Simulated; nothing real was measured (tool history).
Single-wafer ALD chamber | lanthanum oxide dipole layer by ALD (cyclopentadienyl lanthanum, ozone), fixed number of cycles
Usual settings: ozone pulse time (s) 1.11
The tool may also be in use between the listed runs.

run     day  ozone pulse time (s)  read-back reference wafer on the same gauge, thickness_nm  mean film thickness on the monitor wafer (nm)
  1       0                  1.11                                                       0.52                                          0.508
  2   2.104                  0.83                                                      0.519                                          0.467
  3    3.75                  1.11                                                      0.519                                          0.511
  4   4.817                  1.11                                                      0.519                                          0.509
  5   6.408                  1.42                                                      0.519                                          0.539
  6   8.642                  1.42                                                      0.519                                          0.542
  7  10.971                  0.78                                                      0.519                                          0.455
  8  13.854                  0.78                                                      0.519                                          0.455
  9  15.583                  1.22                                                      0.519                                           0.52
     17.762  -- ozone generator serviced
 10  18.396                  0.91                                                      0.519                                            0.5
 11  20.204                  0.91                                                      0.519                                          0.496
     20.346  -- gauge calibrated
     21.267  -- thermocouple changed; heater temperature recalibrated
 12  21.771                  0.91                                                      0.519                                          0.496
 13  24.125                  1.11                                                      0.519                                          0.521
 14  26.779                  1.11                                                      0.519                                          0.516
 15  28.912                  1.54                                                      0.519                                          0.554
     29.983  -- showerhead replaced, of another model than before
 16  30.046                  0.87                                                      0.519                                          0.503
 17  31.762                  1.41                                                      0.519                                           0.54
 18  34.362                   0.7                                                      0.519                                          0.487
 19  36.367                  1.38                                                      0.519                                          0.538

Forecast run 20:
 20  37.75                  1.11                                                          ?                                              ?

{"run 20": {"read-back reference wafer on the same gauge, thickness_nm": 0.519, "mean film thickness on the monitor wafer (nm)": 0.518}}
Without the tool's hidden state the same run would have given mean film thickness on the monitor wafer (nm) 0.524.
